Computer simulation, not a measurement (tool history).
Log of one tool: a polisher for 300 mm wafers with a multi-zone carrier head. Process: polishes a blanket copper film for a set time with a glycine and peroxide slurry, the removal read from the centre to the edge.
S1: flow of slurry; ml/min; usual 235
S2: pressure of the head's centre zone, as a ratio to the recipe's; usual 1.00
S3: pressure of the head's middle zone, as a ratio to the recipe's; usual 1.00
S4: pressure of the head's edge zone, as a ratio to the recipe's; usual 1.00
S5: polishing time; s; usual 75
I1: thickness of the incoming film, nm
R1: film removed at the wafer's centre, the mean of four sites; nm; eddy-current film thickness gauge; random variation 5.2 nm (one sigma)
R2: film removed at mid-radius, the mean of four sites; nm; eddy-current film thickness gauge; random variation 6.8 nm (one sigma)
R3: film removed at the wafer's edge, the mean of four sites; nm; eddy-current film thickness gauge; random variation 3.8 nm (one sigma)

run	hour	S1	S2	S3	S4	S5	I1	R1	R2	R3
1	0.0	235	1.00	1.00	1.00	75	1593.3	560.5	548.5	561.4
# hour 19.4: worn pad replaced by a new one
2	43.3	235	1.00	1.00	1.00	75	1605.7	569.4	567.2	557.5
3	110.0	235	1.00	1.00	1.00	75	1629.5	565.0	547.6	553.8
4	184.5	235	1.00	1.00	1.00	75	1576.9	560.7	562.7	561.9
# hour 230.5: slurry nozzle cleaned
# hour 238.0: carrier head's membrane replaced by a new one, of another model than before
5	289.6	235	1.00	1.00	1.00	75	1621.7	577.2	551.6	558.8
6	343.6	235	1.00	1.00	1.00	75	1608.3	576.9	543.0	559.7
# hour 358.4: centre zone pressure recalibrated
# hour 420.6: worn pad replaced by a new one
# hour 437.0: edge zone pressure recalibrated
7	453.6	235	1.00	1.00	1.00	75	1614.9	557.3	551.2	555.6
8	498.1	235	1.00	1.00	1.00	61	1631.4	454.4	446.4	452.5
9	567.2	200	0.96	1.00	1.07	75	1631.6	542.6	545.0	567.4
10	635.9	235	1.00	0.92	1.00	75	1623.4	575.1	535.1	558.4
# hour 693.3: slurry nozzle cleaned
11	699.4	235	1.09	1.00	1.10	75	1625.4	611.8	568.3	596.3

Forecast run 12:
# hour 782.6: worn pad replaced by a new one
12	783.1	235	1.00	1.00	1.00	75	1627.5	?	?	?

R1: 593.3 nm
R2: 547.7 nm
R3: 561.8 nm
Without the tool's hidden state the same run would have given R1 559.8 nm, R2 547.9 nm, R3 561.8 nm.
